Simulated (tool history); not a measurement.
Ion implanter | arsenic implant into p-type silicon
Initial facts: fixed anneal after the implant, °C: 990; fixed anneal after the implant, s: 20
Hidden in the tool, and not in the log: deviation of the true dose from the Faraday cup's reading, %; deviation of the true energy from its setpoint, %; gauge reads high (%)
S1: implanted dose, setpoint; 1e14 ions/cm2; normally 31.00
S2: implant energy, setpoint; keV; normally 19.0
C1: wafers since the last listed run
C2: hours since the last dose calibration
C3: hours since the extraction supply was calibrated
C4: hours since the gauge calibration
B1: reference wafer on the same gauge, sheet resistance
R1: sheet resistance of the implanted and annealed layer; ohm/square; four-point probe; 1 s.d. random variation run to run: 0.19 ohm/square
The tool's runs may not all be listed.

| run | hour | S1 | S2 | C1 | C2 | C3 | C4 | B1 | R1 |
|---|---|---|---|---|---|---|---|---|---|
| 1 | 0.0 | 31.00 | 19.0 | 0 | 118.1 | 2201.2 | 660.4 | 90.99 | 111.63 |
| 2 | 95.4 | 27.00 | 19.0 | 1984 | 213.5 | 2296.6 | 755.8 | 91.02 | 113.44 |
| 3 | 159.7 | 31.00 | 19.0 | 1337 | 277.8 | 2360.9 | 820.1 | 91.05 | 112.11 |
| 4 | 237.3 | 31.00 | 19.0 | 1614 | 355.4 | 2438.5 | 897.7 | 91.00 | 112.14 |
| 5 | 295.3 | 31.00 | 19.0 | 1206 | 413.4 | 2496.5 | 955.7 | 90.99 | 111.87 |
| 6 | 372.9 | 23.82 | 17.5 | 1614 | 491.0 | 2574.1 | 1033.3 | 91.00 | 118.97 |
| 7 | 467.9 | 31.00 | 15.5 | 1975 | 586.0 | 2669.1 | 1128.3 | 90.97 | 119.94 |
|  | 495.3 | Faraday cup replaced and dose calibrated |
| 8 | 558.1 | 31.00 | 15.5 | 1709 | 62.8 | 2759.3 | 1218.5 | 91.01 | 120.22 |
| 9 | 654.1 | 31.00 | 15.5 | 1996 | 158.8 | 2855.3 | 1314.5 | 90.98 | 120.32 |
| 10 | 700.6 | 31.00 | 19.0 | 967 | 205.3 | 2901.8 | 1361.0 | 91.00 | 112.22 |
| 11 | 781.9 | 31.00 | 19.0 | 1690 | 286.6 | 2983.1 | 1442.3 | 91.02 | 112.09 |
| 12 | 841.8 | 31.00 | 19.0 | 1245 | 346.5 | 3043.0 | 1502.2 | 90.99 | 112.66 |
| 13 | 936.7 | 33.02 | 19.0 | 1973 | 441.4 | 3137.9 | 1597.1 | 90.97 | 111.75 |
| 14 | 1028.9 | 33.02 | 19.0 | 1917 | 533.6 | 3230.1 | 1689.3 | 91.03 | 111.62 |
|  | 1089.0 | Faraday cup replaced and dose calibrated |
| 15 | 1089.5 | 33.02 | 19.0 | 1094 | 0.5 | 3290.7 | 1749.9 | 90.95 | 111.36 |
| 16 | 1160.9 | 31.00 | 19.0 | 1485 | 71.9 | 3362.1 | 1821.3 | 90.96 | 112.58 |
| 17 | 1246.4 | 31.00 | 19.0 | 1778 | 157.4 | 3447.6 | 1906.8 | 91.00 | 112.69 |
| 18 | 1307.0 | 31.00 | 19.0 | 1260 | 218.0 | 3508.2 | 1967.4 | 90.96 | 112.54 |
| 19 | 1362.6 | 31.00 | 19.0 | 1156 | 273.6 | 3563.8 | 2023.0 | 90.99 | 112.41 |
| 20 | 1413.5 | 37.48 | 25.0 | 1058 | 324.5 | 3614.7 | 2073.9 | 90.98 | 98.21 |
| 21 | 1474.7 | 31.00 | 19.0 | 1272 | 385.7 | 3675.9 | 2135.1 | 91.02 | 112.55 |
| 22 | 1578.0 | 25.82 | 19.0 | 2148 | 489.0 | 3779.2 | 2238.4 | 90.97 | 114.71 |
|  | 1658.4 | Faraday cup replaced and dose calibrated |
| 23 | 1671.3 | 31.00 | 19.0 | 1774 | 12.9 | 3872.5 | 2331.7 | 91.01 | 112.56 |
| 24 | 1717.3 | 37.90 | 21.5 | 956 | 58.9 | 3918.5 | 2377.7 | 90.98 | 104.47 |

Estimate the outcome of run 25 from the log above:
| 25 | 1802.6 | 31.00 | 19.0 | 1774 | 144.2 | 4003.8 | 2463.0 | ? | ? |

{"run 25": {"B1": 91.02, "R1": 112.41}}
Without the tool's hidden state the same run would have given R1 111.16 ohm/square.
